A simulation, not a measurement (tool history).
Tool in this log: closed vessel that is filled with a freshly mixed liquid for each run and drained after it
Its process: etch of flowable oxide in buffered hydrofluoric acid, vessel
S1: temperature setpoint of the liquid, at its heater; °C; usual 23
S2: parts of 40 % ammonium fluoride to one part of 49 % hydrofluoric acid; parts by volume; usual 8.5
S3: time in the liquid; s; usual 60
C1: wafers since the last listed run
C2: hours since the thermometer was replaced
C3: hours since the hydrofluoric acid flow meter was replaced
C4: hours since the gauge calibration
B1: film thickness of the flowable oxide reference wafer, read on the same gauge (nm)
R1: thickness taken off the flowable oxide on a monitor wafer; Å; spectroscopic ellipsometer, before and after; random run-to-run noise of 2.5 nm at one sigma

run	day	S1	S2	S3	C1	C2	C3	C4	B1	R1
1	0	27	8.5	60	0	397.9	710.6	165.9	70.02	4692.6
2	1.479	27	8.5	60	4927	433.4	746.1	201.4	69.99	4631.1
3	2.517	27	8.5	60	3455	458.3	771	226.3	70	4657.4
4	3.996	23	8.5	60	4927	493.8	806.5	261.8	70	3729.7
5	4.658	23	8.5	60	2206	509.7	822.4	277.7	70.01	3743.6
6	5.308	23	8.5	60	2165	525.3	838	293.3	69.96	3736.9
7	6.462	23	8.5	60	3844	553	865.7	321	70	3723.9
8	7.188	23	8.5	60	2415	570.4	883.1	338.4	69.98	3716.4
9	8.433	25	8.5	60	4149	600.3	913	368.3	70.01	4194.1
# day 9.204: thermometer replaced
10	9.408	25	8.5	60	3108	4.9	936.4	391.7	70.03	4388.4
11	10.667	25	8.5	60	4191	35.1	966.6	421.9	70.05	4410.8
12	11.533	21	10.5	60	2886	55.9	987.4	442.7	70	2882.7
13	12.812	25	10	80	4260	86.6	1018.1	473.4	70.02	4993.9
# day 13.267: hydrofluoric acid flow meter replaced
# day 13.721: gauge calibrated
14	15.633	23	7	60	9257	154.3	56.8	45.9	70.02	4336.6
15	16.858	23	8.5	30	4080	183.7	86.2	75.3	70.02	1750.9
16	17.504	23	8.5	60	2151	199.2	101.7	90.8	70	3575.2
17	18.975	26.5	9.5	30	4899	234.5	137	126.1	70.01	1932.8
18	19.612	23	8.5	60	2123	249.8	152.3	141.4	69.99	3517.2

Predict the results of run 19:
19	20.729	25.5	10.5	85	3719	276.6	179.1	168.2	?	?

Run 19 gave B1 69.98, R1 4819.4 Å.
Without the tool's hidden state the same run would have given R1 4841.6 Å.

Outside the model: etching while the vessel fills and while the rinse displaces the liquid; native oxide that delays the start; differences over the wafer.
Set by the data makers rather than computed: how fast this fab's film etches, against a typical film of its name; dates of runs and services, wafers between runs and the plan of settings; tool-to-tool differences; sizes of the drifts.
